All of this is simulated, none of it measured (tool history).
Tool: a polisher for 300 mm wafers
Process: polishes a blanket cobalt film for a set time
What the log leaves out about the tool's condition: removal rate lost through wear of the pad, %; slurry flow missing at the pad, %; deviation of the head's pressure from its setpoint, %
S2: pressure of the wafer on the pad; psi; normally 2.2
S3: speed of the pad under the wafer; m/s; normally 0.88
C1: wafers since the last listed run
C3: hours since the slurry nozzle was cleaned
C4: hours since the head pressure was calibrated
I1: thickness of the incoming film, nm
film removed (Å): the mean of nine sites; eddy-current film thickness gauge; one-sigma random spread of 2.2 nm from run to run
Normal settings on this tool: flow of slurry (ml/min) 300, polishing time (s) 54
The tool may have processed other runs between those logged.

{"run": 1, "day": 0.0, "flow of slurry (ml/min)": 300, "S2": 1.9, "S3": 0.88, "polishing time (s)": 54, "C1": 0, "wafers polished on this pad": 1253, "C3": 348.8, "C4": 9.2, "I1": 738.7, "film removed (Å)": 1938}
{"run": 2, "day": 1.108, "flow of slurry (ml/min)": 300, "S2": 1.9, "S3": 0.88, "polishing time (s)": 54, "C1": 259, "wafers polished on this pad": 1512, "C3": 375.4, "C4": 35.8, "I1": 750.2, "film removed (Å)": 1943}
{"day": 1.279, "done": "slurry nozzle cleaned"}
{"run": 3, "day": 2.358, "flow of slurry (ml/min)": 300, "S2": 1.9, "S3": 0.88, "polishing time (s)": 54, "C1": 282, "wafers polished on this pad": 1795, "C3": 25.9, "C4": 65.8, "I1": 762.8, "film removed (Å)": 1943}
{"day": 2.958, "done": "worn pad replaced by a new one"}
{"run": 4, "day": 4.062, "flow of slurry (ml/min)": 300, "S2": 2.2, "S3": 0.88, "polishing time (s)": 54, "C1": 359, "wafers polished on this pad": 258, "C3": 66.8, "C4": 106.7, "I1": 737.2, "film removed (Å)": 2197}
{"run": 5, "day": 5.338, "flow of slurry (ml/min)": 300, "S2": 2.2, "S3": 0.88, "polishing time (s)": 54, "C1": 298, "wafers polished on this pad": 556, "C3": 97.4, "C4": 137.3, "I1": 753.7, "film removed (Å)": 2163}
{"run": 6, "day": 6.421, "flow of slurry (ml/min)": 300, "S2": 2.2, "S3": 0.88, "polishing time (s)": 54, "C1": 253, "wafers polished on this pad": 809, "C3": 123.4, "C4": 163.3, "I1": 751.5, "film removed (Å)": 2127}
{"run": 7, "day": 8.554, "flow of slurry (ml/min)": 300, "S2": 2.2, "S3": 0.88, "polishing time (s)": 44, "C1": 498, "wafers polished on this pad": 1308, "C3": 174.6, "C4": 214.5, "I1": 743.3, "film removed (Å)": 1710}
{"run": 8, "day": 11.308, "flow of slurry (ml/min)": 300, "S2": 2.2, "S3": 0.88, "polishing time (s)": 54, "C1": 644, "wafers polished on this pad": 1952, "C3": 240.7, "C4": 280.6, "I1": 755.4, "film removed (Å)": 2121}
{"day": 13.312, "done": "worn pad replaced by a new one, of another model than before"}
{"run": 9, "day": 14.212, "flow of slurry (ml/min)": 380, "S2": 2.2, "S3": 0.88, "polishing time (s)": 54, "C1": 640, "wafers polished on this pad": 210, "C3": 310.4, "C4": 350.3, "I1": 742, "film removed (Å)": 2167}
{"run": 10, "day": 15.842, "flow of slurry (ml/min)": 380, "S2": 2.2, "S3": 0.88, "polishing time (s)": 54, "C1": 381, "wafers polished on this pad": 591, "C3": 349.5, "C4": 389.4, "I1": 748.7, "film removed (Å)": 2188}
{"day": 18.021, "done": "slurry nozzle cleaned"}
{"run": 11, "day": 18.412, "flow of slurry (ml/min)": 300, "S2": 2.2, "S3": 0.88, "polishing time (s)": 54, "C1": 591, "wafers polished on this pad": 1182, "C3": 9.4, "C4": 451.1, "I1": 752.3, "film removed (Å)": 2099}
{"run": 12, "day": 21.296, "flow of slurry (ml/min)": 300, "S2": 2.2, "S3": 0.88, "polishing time (s)": 54, "C1": 674, "wafers polished on this pad": 1857, "C3": 78.6, "C4": 520.3, "I1": 750.9, "film removed (Å)": 2103}
{"day": 23.008, "done": "worn pad replaced by a new one"}
{"run": 13, "day": 24.075, "flow of slurry (ml/min)": 275, "S2": 2.2, "S3": 0.88, "polishing time (s)": 44, "C1": 611, "wafers polished on this pad": 249, "C3": 145.3, "C4": 587, "I1": 756.7, "film removed (Å)": 1728}
{"run": 14, "day": 25.5, "flow of slurry (ml/min)": 300, "S2": 2.2, "S3": 0.88, "polishing time (s)": 54, "C1": 333, "wafers polished on this pad": 582, "C3": 179.5, "C4": 621.2, "I1": 748.7, "film removed (Å)": 2131}
{"run": 15, "day": 26.604, "flow of slurry (ml/min)": 210, "S2": 2.2, "S3": 1.06, "polishing time (s)": 39, "C1": 258, "wafers polished on this pad": 840, "C3": 206, "C4": 647.7, "I1": 749.4, "film removed (Å)": 1637}
{"run": 16, "day": 27.712, "flow of slurry (ml/min)": 380, "S2": 2.2, "S3": 0.62, "polishing time (s)": 54, "C1": 259, "wafers polished on this pad": 1099, "C3": 232.6, "C4": 674.3, "I1": 743.2, "film removed (Å)": 1674}
{"run": 17, "day": 30.504, "flow of slurry (ml/min)": 300, "S2": 2.2, "S3": 0.88, "polishing time (s)": 54, "C1": 652, "wafers polished on this pad": 1752, "C3": 299.6, "C4": 741.3, "I1": 748.1, "film removed (Å)": 2135}
{"run": 18, "day": 33.3, "flow of slurry (ml/min)": 390, "S2": 2.2, "S3": 0.7, "polishing time (s)": 54, "C1": 653, "wafers polished on this pad": 2406, "C3": 366.7, "C4": 808.4, "I1": 748.8, "film removed (Å)": 1811}
{"day": 33.708, "done": "worn pad replaced by a new one"}
{"day": 35.083, "done": "slurry nozzle cleaned"}
{"day": 35.271, "done": "head pressure recalibrated"}
{"run": 19, "day": 35.629, "flow of slurry (ml/min)": 375, "S2": 2.2, "S3": 1.16, "polishing time (s)": 60, "C1": 476, "wafers polished on this pad": 419, "C3": 13.1, "C4": 8.6, "I1": 749.9, "film removed (Å)": 3126}
{"run": 20, "day": 36.838, "flow of slurry (ml/min)": 325, "S2": 2.8, "S3": 1.02, "polishing time (s)": 38, "C1": 282, "wafers polished on this pad": 702, "C3": 42.1, "C4": 37.6, "I1": 741.2, "film removed (Å)": 2027}
{"run": 21, "day": 39.808, "flow of slurry (ml/min)": 300, "S2": 2.2, "S3": 0.7, "polishing time (s)": 54, "C1": 694, "wafers polished on this pad": 1397, "C3": 113.4, "C4": 108.9, "I1": 737.6, "film removed (Å)": 1857}
{"run": 22, "day": 41.696, "flow of slurry (ml/min)": 300, "S2": 2.2, "S3": 0.88, "polishing time (s)": 54, "C1": 441, "wafers polished on this pad": 1838, "C3": 158.7, "C4": 154.2, "I1": 736.6, "film removed (Å)": 2188}
{"run": 23, "day": 42.838, "flow of slurry (ml/min)": 300, "S2": 2.2, "S3": 0.88, "polishing time (s)": 54, "C1": 267, "wafers polished on this pad": 2105, "C3": 186.1, "C4": 181.6, "I1": 756.9, "film removed (Å)": 2191}
{"run": 24, "day": 44.004, "flow of slurry (ml/min)": 300, "S2": 2.2, "S3": 0.88, "polishing time (s)": 35, "C1": 272, "wafers polished on this pad": 2378, "C3": 214.1, "C4": 209.6, "I1": 745.4, "film removed (Å)": 1408}
{"day": 44.558, "done": "worn pad replaced by a new one"}
{"run": 25, "day": 45.688, "flow of slurry (ml/min)": 300, "S2": 1.5, "S3": 0.74, "polishing time (s)": 54, "C1": 354, "wafers polished on this pad": 264, "C3": 254.5, "C4": 250, "I1": 748.8, "film removed (Å)": 1539}
{"run": 26, "day": 48.525, "flow of slurry (ml/min)": 300, "S2": 2.2, "S3": 0.88, "polishing time (s)": 54, "C1": 663, "wafers polished on this pad": 927, "C3": 322.6, "C4": 318.1, "I1": 742.7, "film removed (Å)": 2172}

Difference, measured minus no-hidden-state, one row per run. Run-to-run variation is common to both terms; the gauge's own scatter need not be:
run=1 film_removed_(Å)=-4
run=2 film_removed_(Å)=-18
run=3 film_removed_(Å)=-32
run=4 film_removed_(Å)=-58
run=5 film_removed_(Å)=-70
run=6 film_removed_(Å)=-80
run=7 film_removed_(Å)=-79
run=8 film_removed_(Å)=-118
run=9 film_removed_(Å)=-88
run=10 film_removed_(Å)=-94
run=11 film_removed_(Å)=-98
run=12 film_removed_(Å)=-103
run=13 film_removed_(Å)=-89
run=14 film_removed_(Å)=-112
run=15 film_removed_(Å)=-87
run=16 film_removed_(Å)=-90
run=17 film_removed_(Å)=-118
run=18 film_removed_(Å)=-102
run=19 film_removed_(Å)=-3
run=20 film_removed_(Å)=-13
run=21 film_removed_(Å)=-32
run=22 film_removed_(Å)=-51
run=23 film_removed_(Å)=-57
run=24 film_removed_(Å)=-41
run=25 film_removed_(Å)=-51
run=26 film_removed_(Å)=-84
